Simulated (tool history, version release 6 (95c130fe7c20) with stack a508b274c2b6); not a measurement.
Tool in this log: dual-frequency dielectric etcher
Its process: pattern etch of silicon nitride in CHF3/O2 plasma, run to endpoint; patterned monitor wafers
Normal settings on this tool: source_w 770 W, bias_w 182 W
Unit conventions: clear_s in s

run     day  source_w  bias_w  wafers since the last listed run  hours since the last wet clean  hours since the last source power generator calibration  hours since the last bias power generator calibration  hours since the last upper electrode change  incoming incoming film thickness, nm  clear_s
  1       0       770     182                                 0                           317.6                                                   2659.6                                                   1548                                       2385.4                                    62     35.4
      1.288  -- wet clean of the chamber
  2   1.308       770     160                                80                             0.5                                                     2691                                                 1579.4                                       2416.8                                  61.8     38.6
  3   2.033       670     182                               190                            17.9                                                   2708.4                                                 1596.8                                       2434.2                                  62.1     38.5
  4   2.983       770     182                               249                            40.7                                                   2731.2                                                 1619.6                                         2457                                  62.2     36.2
  5   3.567       770     182                               153                            54.7                                                   2745.2                                                 1633.6                                         2471                                  61.3     35.8
  6   4.525       770     182                               251                            77.7                                                   2768.2                                                 1656.6                                         2494                                  61.5     35.9
  7   5.433       640     182                               238                            99.5                                                     2790                                                 1678.4                                       2515.8                                  62.6     38.9
  8   6.433       640     182                               262                           123.5                                                     2814                                                 1702.4                                       2539.8                                  62.5     38.8
  9   7.742       860     214                               343                           154.9                                                   2845.4                                                 1733.8                                       2571.2                                  61.3       32
 10    9.05       770     182                               343                           186.3                                                   2876.8                                                 1765.2                                       2602.6                                  61.2     35.3
      9.967  -- bias power generator calibrated
 11  10.488       770     182                               333                           220.8                                                   2911.3                                                   12.5                                       2637.1                                  61.4     35.1
 12  11.121       770     182                               166                             236                                                   2926.5                                                   27.7                                       2652.3                                  61.2     34.8
     11.479  -- source power generator calibrated
 13  11.633       770     182                                90                           248.3                                                      3.7                                                     40                                       2664.6                                  60.9       35
 14    12.2       770     166                               148                           261.9                                                     17.3                                                   53.6                                       2678.2                                  61.1       36
 15  13.121       770     182                               241                             284                                                     39.4                                                   75.7                                       2700.3                                    61     34.6
 16  13.996       710     206                               229                             305                                                     60.4                                                   96.7                                       2721.3                                  61.2     34.1
 17  14.829       860     223                               218                             325                                                     80.4                                                  116.7                                       2741.3                                  61.9     31.3
      16.45  -- wet clean of the chamber
      16.95  -- upper electrode replaced, of another model than before
 18  16.971       770     182                               168                            12.5                                                    131.8                                                  168.1                                          0.5                                    62       36
 19  16.983       860     203                                 3                            12.8                                                    132.1                                                  168.4                                          0.8                                  61.6     33.6
 20  17.754       960     159                               202                            31.3                                                    150.6                                                  186.9                                         19.3                                    61     33.2
 21  18.808       840     208                               276                            56.6                                                    175.9                                                  212.2                                         44.6                                  61.2     33.8
 22    19.4       820     182                               155                            70.8                                                    190.1                                                  226.4                                         58.8                                  61.1     34.4
 23  20.683       770     182                               336                           101.6                                                    220.9                                                  257.2                                         89.6                                  60.9     35.5
 24  21.596       630     196                               239                           123.5                                                    242.8                                                  279.1                                        111.5                                    62     39.3

Run 25, settings as shown, results not yet in. Your forecast:
 25  22.962       850     200                               358                           156.3                                                    275.6                                                  311.9                                        144.3                                  61.2        ?

Run 25 produced clear_s 32.7 s.
On a tool with no hidden condition, and with the same random variation, this run would have come out at clear_s 33.3 s.

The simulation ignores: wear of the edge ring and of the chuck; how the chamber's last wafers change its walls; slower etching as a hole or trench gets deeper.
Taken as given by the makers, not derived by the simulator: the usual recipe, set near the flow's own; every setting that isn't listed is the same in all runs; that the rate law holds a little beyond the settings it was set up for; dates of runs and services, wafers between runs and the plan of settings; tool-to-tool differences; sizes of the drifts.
